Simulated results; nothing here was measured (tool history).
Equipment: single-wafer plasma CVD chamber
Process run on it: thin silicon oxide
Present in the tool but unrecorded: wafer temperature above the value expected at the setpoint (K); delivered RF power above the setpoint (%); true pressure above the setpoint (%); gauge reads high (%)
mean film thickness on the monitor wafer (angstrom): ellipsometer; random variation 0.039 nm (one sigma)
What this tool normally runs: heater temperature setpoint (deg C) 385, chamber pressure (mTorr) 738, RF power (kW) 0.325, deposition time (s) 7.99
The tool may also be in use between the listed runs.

run,hour,heater temperature setpoint (deg C),chamber pressure (mTorr),RF power (kW),deposition time (s),wafers since the last listed run,hours since the last thermocouple change,hours since the last RF generator calibration,hours since the last manometer calibration,hours since the showerhead was replaced,hours since the gauge calibration,"read-back reference wafer on the same gauge, thickness_nm",mean film thickness on the monitor wafer (angstrom)
1,0.0,385,738,0.365,7.99,0,1570.7,2069.5,1923.4,129.9,1958.2,15.712,133.06
# hour 58.6: capacitance manometer re-zeroed and calibrated
2,59.1,385,738,0.325,8.77,1228,1629.8,2128.6,0.5,189.0,2017.3,15.686,144.90
3,88.0,385,738,0.325,8.77,694,1658.7,2157.5,29.4,217.9,2046.2,15.695,145.22
4,114.0,385,738,0.325,8.77,624,1684.7,2183.5,55.4,243.9,2072.2,15.698,145.25
# hour 148.0: RF generator calibrated
5,172.2,385,738,0.325,7.99,1206,1742.9,24.2,113.6,302.1,2130.4,15.720,132.24
6,197.9,385,738,0.325,7.99,617,1768.6,49.9,139.3,327.8,2156.1,15.687,131.78
7,223.0,385,738,0.325,7.99,603,1793.7,75.0,164.4,352.9,2181.2,15.713,131.86
8,258.3,385,738,0.325,7.99,848,1829.0,110.3,199.7,388.2,2216.5,15.691,132.36
# hour 282.2: thermocouple changed; heater temperature recalibrated
9,312.6,377,802,0.280,7.99,1112,30.4,164.6,254.0,442.5,2270.8,15.700,136.27
# hour 341.5: gauge calibrated
10,353.1,385,738,0.350,7.99,973,70.9,205.1,294.5,483.0,11.6,15.711,133.24
11,421.1,385,738,0.355,7.99,1634,138.9,273.1,362.5,551.0,79.6,15.706,134.10
12,456.0,385,738,0.275,7.99,838,173.8,308.0,397.4,585.9,114.5,15.700,127.47
13,496.8,373,738,0.325,7.99,980,214.6,348.8,438.2,626.7,155.3,15.710,132.54
14,568.2,392,889,0.325,7.99,1716,286.0,420.2,509.6,698.1,226.7,15.701,145.77
15,625.3,385,738,0.325,7.99,1372,343.1,477.3,566.7,755.2,283.8,15.694,131.34
16,696.8,395,635,0.375,7.20,1718,414.6,548.8,638.2,826.7,355.3,15.686,110.17
17,723.2,385,738,0.325,7.99,634,441.0,575.2,664.6,853.1,381.7,15.697,131.66
18,771.3,380,568,0.325,7.99,1156,489.1,623.3,712.7,901.2,429.8,15.696,111.95
19,811.9,385,835,0.325,8.81,975,529.7,663.9,753.3,941.8,470.4,15.707,154.62
20,851.2,392,575,0.260,6.76,944,569.0,703.2,792.6,981.1,509.7,15.701,90.80
21,897.9,385,738,0.325,7.99,1122,615.7,749.9,839.3,1027.8,556.4,15.711,130.72
22,958.9,385,738,0.325,7.12,1466,676.7,810.9,900.3,1088.8,617.4,15.702,115.94
23,1018.4,385,738,0.325,7.99,1430,736.2,870.4,959.8,1148.3,676.9,15.698,130.66
24,1102.6,398,885,0.300,7.99,2023,820.4,954.6,1044.0,1232.5,761.1,15.692,141.95
25,1158.8,385,677,0.325,8.62,1350,876.6,1010.8,1100.2,1288.7,817.3,15.719,133.11
26,1209.7,385,738,0.325,7.99,1223,927.5,1061.7,1151.1,1339.6,868.2,15.723,129.91
27,1242.7,385,790,0.300,7.99,793,960.5,1094.7,1184.1,1372.6,901.2,15.725,133.82
28,1287.4,385,738,0.325,7.99,1074,1005.2,1139.4,1228.8,1417.3,945.9,15.688,129.91
29,1344.3,385,881,0.325,8.88,1367,1062.1,1196.3,1285.7,1474.2,1002.8,15.696,161.04

Selected run-to-run steps in mean film thickness on the monitor wafer (angstrom), each split into two signed amounts: the part the tool would show with no hidden state at all (from settings, incoming material and random variation), and the remainder, which goes to the hidden state together with any gauge scatter not common to the measured and the hidden-state-free results:
Run 1 -> 2: RF power (kW) 0.365 -> 0.325, deposition time (s) 7.99 -> 8.77, capacitance manometer re-zeroed and calibrated. mean film thickness on the monitor wafer (angstrom) +11.84: hidden state +2.41, all else +9.43.
Run 18 -> 19: heater temperature setpoint (deg C) 380 -> 385, chamber pressure (mTorr) 568 -> 835, deposition time (s) 7.99 -> 8.81. mean film thickness on the monitor wafer (angstrom) +42.67: hidden state -0.35, all else +43.02.
Run 19 -> 20: heater temperature setpoint (deg C) 385 -> 392, chamber pressure (mTorr) 835 -> 575, RF power (kW) 0.325 -> 0.260, deposition time (s) 8.81 -> 6.76. mean film thickness on the monitor wafer (angstrom) -63.82: hidden state +0.51, all else -64.33.
